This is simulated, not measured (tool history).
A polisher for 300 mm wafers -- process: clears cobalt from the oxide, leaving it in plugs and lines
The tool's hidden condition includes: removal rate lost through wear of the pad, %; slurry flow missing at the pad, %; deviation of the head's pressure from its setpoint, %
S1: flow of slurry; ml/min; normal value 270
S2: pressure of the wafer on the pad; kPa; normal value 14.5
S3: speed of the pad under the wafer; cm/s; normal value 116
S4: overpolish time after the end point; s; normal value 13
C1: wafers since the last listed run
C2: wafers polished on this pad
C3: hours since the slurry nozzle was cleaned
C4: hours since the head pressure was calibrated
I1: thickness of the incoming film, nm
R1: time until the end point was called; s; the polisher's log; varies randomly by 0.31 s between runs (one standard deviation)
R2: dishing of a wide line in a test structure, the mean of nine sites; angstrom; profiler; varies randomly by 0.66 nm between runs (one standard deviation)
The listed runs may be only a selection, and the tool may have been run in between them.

run 1 day=0.000 | S1=270 S2=14.5 S3=116 S4=13 | C1=0 C2=496 C3=149.2 C4=474.5 | I1=168.9 | R1=22.7 R2=336
run 2 day=0.425 | S1=270 S2=14.5 S3=116 S4=13 | C1=81 C2=577 C3=159.4 C4=484.7 | I1=167.7 | R1=22.6 R2=326
run 3 day=0.929 | S1=270 S2=14.5 S3=116 S4=13 | C1=96 C2=673 C3=171.5 C4=496.8 | I1=171.1 | R1=23.2 R2=317
-- day=1.779 worn pad replaced by a new one
run 4 day=1.800 | S1=270 S2=14.5 S3=116 S4=15 | C1=134 C2=3 C3=192.4 C4=517.7 | I1=171.6 | R1=23.3 R2=324
run 5 day=1.908 | S1=270 S2=13.1 S3=90 S4=13 | C1=20 C2=24 C3=195.0 C4=520.3 | I1=168.0 | R1=31.6 R2=299
run 6 day=2.542 | S1=270 S2=13.1 S3=90 S4=13 | C1=120 C2=145 C3=210.2 C4=535.5 | I1=170.8 | R1=32.6 R2=280
run 7 day=3.271 | S1=270 S2=13.1 S3=90 S4=13 | C1=139 C2=284 C3=227.7 C4=553.0 | I1=172.6 | R1=32.1 R2=277
run 8 day=3.558 | S1=270 S2=14.5 S3=116 S4=13 | C1=54 C2=339 C3=234.6 C4=559.9 | I1=172.0 | R1=22.5 R2=330
run 9 day=4.046 | S1=270 S2=14.5 S3=116 S4=13 | C1=93 C2=432 C3=246.3 C4=571.6 | I1=172.8 | R1=23.0 R2=322
run 10 day=4.442 | S1=270 S2=14.5 S3=116 S4=13 | C1=75 C2=508 C3=255.8 C4=581.1 | I1=170.2 | R1=22.8 R2=329
run 11 day=5.025 | S1=270 S2=11.7 S3=116 S4=13 | C1=111 C2=619 C3=269.8 C4=595.1 | I1=168.4 | R1=27.4 R2=308
-- day=5.683 worn pad replaced by a new one
-- day=6.533 slurry nozzle cleaned
run 12 day=7.204 | S1=270 S2=11.7 S3=116 S4=13 | C1=376 C2=282 C3=16.1 C4=647.4 | I1=168.7 | R1=27.3 R2=297
-- day=8.692 head pressure recalibrated
run 13 day=8.712 | S1=270 S2=11.7 S3=116 S4=13 | C1=272 C2=554 C3=52.3 C4=0.5 | I1=168.5 | R1=28.3 R2=311
run 14 day=9.217 | S1=270 S2=14.5 S3=138 S4=13 | C1=96 C2=650 C3=64.4 C4=12.6 | I1=168.2 | R1=18.5 R2=334
-- day=9.625 worn pad replaced by a new one
run 15 day=9.825 | S1=310 S2=14.5 S3=84 S4=13 | C1=84 C2=37 C3=79.0 C4=27.2 | I1=167.3 | R1=31.0 R2=305
run 16 day=11.408 | S1=270 S2=14.5 S3=116 S4=7 | C1=302 C2=340 C3=117.0 C4=65.2 | I1=169.7 | R1=22.7 R2=266
run 17 day=11.979 | S1=215 S2=17.2 S3=102 S4=6 | C1=108 C2=449 C3=130.7 C4=78.9 | I1=172.0 | R1=22.4 R2=245
run 18 day=12.271 | S1=180 S2=14.5 S3=116 S4=13 | C1=55 C2=504 C3=137.7 C4=85.9 | I1=168.8 | R1=23.8 R2=322
run 19 day=12.538 | S1=270 S2=14.5 S3=116 S4=15 | C1=50 C2=555 C3=144.1 C4=92.3 | I1=170.4 | R1=22.7 R2=339
run 20 day=13.154 | S1=220 S2=11.0 S3=144 S4=17 | C1=117 C2=673 C3=158.9 C4=107.1 | I1=170.7 | R1=25.1 R2=345
run 21 day=13.421 | S1=270 S2=14.5 S3=80 S4=13 | C1=50 C2=724 C3=165.3 C4=113.5 | I1=169.6 | R1=32.2 R2=286
run 22 day=13.833 | S1=270 S2=14.5 S3=116 S4=13 | C1=78 C2=803 C3=175.2 C4=123.4 | I1=172.0 | R1=23.1 R2=319
run 23 day=14.546 | S1=305 S2=17.2 S3=116 S4=13 | C1=136 C2=939 C3=192.3 C4=140.5 | I1=170.0 | R1=19.5 R2=326
-- day=14.729 worn pad replaced by a new one
run 24 day=15.225 | S1=270 S2=14.5 S3=116 S4=13 | C1=97 C2=94 C3=208.6 C4=156.8 | I1=170.0 | R1=23.6 R2=314
run 25 day=15.633 | S1=270 S2=17.9 S3=130 S4=16 | C1=77 C2=172 C3=218.4 C4=166.6 | I1=169.7 | R1=16.7 R2=352
run 26 day=16.729 | S1=315 S2=11.0 S3=116 S4=13 | C1=209 C2=381 C3=244.7 C4=192.9 | I1=172.7 | R1=29.0 R2=305

Below are 4 alternative next runs, each starting from the tool's condition after run 26. Predict each:
run A day=16.746 | S1=270 S2=14.5 S3=116 S4=13 | C1=3 C2=384 C3=245.1 C4=193.3 | I1=168.3 | R1=? R2=?
run B day=16.746 | S1=270 S2=14.5 S3=142 S4=10 | C1=3 C2=384 C3=245.1 C4=193.3 | I1=168.3 | R1=? R2=?
run C day=16.746 | S1=325 S2=14.5 S3=154 S4=13 | C1=3 C2=384 C3=245.1 C4=193.3 | I1=168.3 | R1=? R2=?
run D day=16.746 | S1=270 S2=19.3 S3=116 S4=13 | C1=3 C2=384 C3=245.1 C4=193.3 | I1=168.3 | R1=? R2=?

run=A R1=22.3 R2=333
run=B R1=18.3 R2=328
run=C R1=16.5 R2=351
run=D R1=16.9 R2=350
Take away the tool's hidden state, keep each run's random variation, and the runs would have read:
run=A R1=22.3 R2=333
run=B R1=18.3 R2=328
run=C R1=16.5 R2=351
run=D R1=16.9 R2=350
